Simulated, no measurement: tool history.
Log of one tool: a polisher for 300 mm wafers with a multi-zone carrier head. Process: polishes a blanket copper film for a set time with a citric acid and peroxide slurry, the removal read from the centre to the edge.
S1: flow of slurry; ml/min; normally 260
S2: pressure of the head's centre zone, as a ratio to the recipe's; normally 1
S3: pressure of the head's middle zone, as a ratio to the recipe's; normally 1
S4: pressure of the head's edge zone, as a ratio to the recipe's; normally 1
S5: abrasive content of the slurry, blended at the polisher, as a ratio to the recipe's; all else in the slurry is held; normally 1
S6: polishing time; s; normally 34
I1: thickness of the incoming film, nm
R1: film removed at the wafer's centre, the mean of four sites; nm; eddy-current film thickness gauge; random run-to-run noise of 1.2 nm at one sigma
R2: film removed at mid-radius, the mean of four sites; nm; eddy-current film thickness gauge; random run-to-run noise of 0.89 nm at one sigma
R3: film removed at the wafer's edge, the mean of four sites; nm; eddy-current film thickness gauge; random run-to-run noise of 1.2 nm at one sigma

| run | day | S1 | S2 | S3 | S4 | S5 | S6 | I1 | R1 | R2 | R3 |
|---|---|---|---|---|---|---|---|---|---|---|---|
| 1 | 0 | 260 | 1 | 1 | 1 | 1.05 | 38 | 1262.5 | 106.5 | 112.9 | 113.2 |
| 2 | 1.242 | 260 | 1 | 1 | 1 | 1.05 | 38 | 1264.3 | 110.9 | 111.7 | 112.5 |
| 3 | 2.554 | 260 | 1 | 1 | 1 | 1 | 37 | 1257.8 | 104.1 | 107 | 107.4 |
|  | 2.692 | slurry nozzle cleaned |
| 4 | 4.021 | 260 | 1 | 1 | 1 | 1 | 34 | 1280.4 | 91.5 | 92.6 | 94.7 |
| 5 | 5.483 | 260 | 1 | 1 | 1 | 1 | 34 | 1272.1 | 86.9 | 90.9 | 92.8 |
|  | 6.625 | worn pad replaced by a new one |
| 6 | 6.642 | 260 | 1 | 1.05 | 1 | 1 | 26 | 1258.6 | 64.5 | 71.8 | 70.5 |
| 7 | 7.333 | 260 | 1 | 1 | 1 | 1 | 34 | 1265.1 | 83.4 | 88.2 | 93.5 |
|  | 7.408 | slurry nozzle cleaned, repeated, since the last time left the tool worse |
| 8 | 7.871 | 260 | 1.11 | 1 | 1 | 1 | 34 | 1240 | 109.8 | 103.3 | 101.1 |
| 9 | 8.617 | 215 | 1 | 0.95 | 1.12 | 1 | 38 | 1274.4 | 106.9 | 105.8 | 116.7 |
| 10 | 9.4 | 260 | 1 | 1 | 1.06 | 1 | 34 | 1264.3 | 99.9 | 101.4 | 103.8 |
| 11 | 10.388 | 260 | 1 | 1.06 | 1 | 1 | 34 | 1257.6 | 96.8 | 106.9 | 99.8 |
|  | 10.688 | centre zone pressure recalibrated |
| 12 | 10.938 | 195 | 1 | 1 | 1 | 1 | 34 | 1264.1 | 91.2 | 96.5 | 97.1 |
| 13 | 12.221 | 260 | 1 | 1 | 1.11 | 1.15 | 34 | 1262.5 | 100.2 | 101.3 | 109.4 |
|  | 13.371 | worn pad replaced by a new one |
| 14 | 13.7 | 260 | 0.94 | 1 | 1.11 | 1 | 27 | 1271.8 | 71.2 | 79.2 | 83.2 |
| 15 | 14.379 | 260 | 1 | 1 | 1 | 1 | 34 | 1265.5 | 96.5 | 100.5 | 100.2 |
|  | 14.746 | edge zone pressure recalibrated |
|  | 16.942 | carrier head's membrane replaced by a new one |
|  | 17.604 | slurry nozzle cleaned |
| 16 | 18.729 | 260 | 1 | 1 | 1 | 1 | 34 | 1265.2 | 98.8 | 102.6 | 102.9 |
| 17 | 20.138 | 260 | 1 | 1 | 1 | 1 | 34 | 1233.5 | 99 | 100.9 | 100.7 |
| 18 | 20.842 | 260 | 1 | 1 | 1 | 1 | 34 | 1271.8 | 98.8 | 100.7 | 101.5 |
|  | 21.612 | worn pad replaced by a new one |
| 19 | 21.633 | 260 | 1.11 | 1.05 | 0.97 | 0.7 | 34 | 1268 | 99.8 | 96 | 89.8 |
| 20 | 22.454 | 260 | 1.1 | 1 | 1 | 0.85 | 24 | 1265.3 | 71.6 | 67.7 | 67 |
| 21 | 23.479 | 260 | 1 | 1 | 1 | 1.25 | 34 | 1261.6 | 101 | 106.4 | 105.7 |
| 22 | 24.792 | 260 | 1 | 1 | 1 | 1 | 34 | 1248.8 | 97.6 | 100.7 | 99.5 |

Alternative continuations, all from the tool just after run 22; predict every row:
| A | 24.808 | 260 | 1 | 1 | 1 | 1 | 34 | 1230.3 | ? | ? | ? |
| B | 24.808 | 290 | 1.08 | 1.09 | 1.11 | 1 | 34 | 1230.3 | ? | ? | ? |
| C | 24.808 | 260 | 1.05 | 1 | 1 | 1 | 34 | 1230.3 | ? | ? | ? |

| run | R1 | R2 | R3 |
|---|---|---|---|
| A | 96.5 | 97.8 | 99.1 |
| B | 106 | 106.8 | 105.5 |
| C | 101.2 | 97.8 | 99.1 |
The same runs, with their run-to-run variation unchanged, on a tool lacking any hidden condition would have given:
| run | R1 | R2 | R3 |
|---|---|---|---|
| A | 99.7 | 100.7 | 101.3 |
| B | 109.1 | 109.6 | 107.6 |
| C | 104.6 | 100.7 | 101.3 |

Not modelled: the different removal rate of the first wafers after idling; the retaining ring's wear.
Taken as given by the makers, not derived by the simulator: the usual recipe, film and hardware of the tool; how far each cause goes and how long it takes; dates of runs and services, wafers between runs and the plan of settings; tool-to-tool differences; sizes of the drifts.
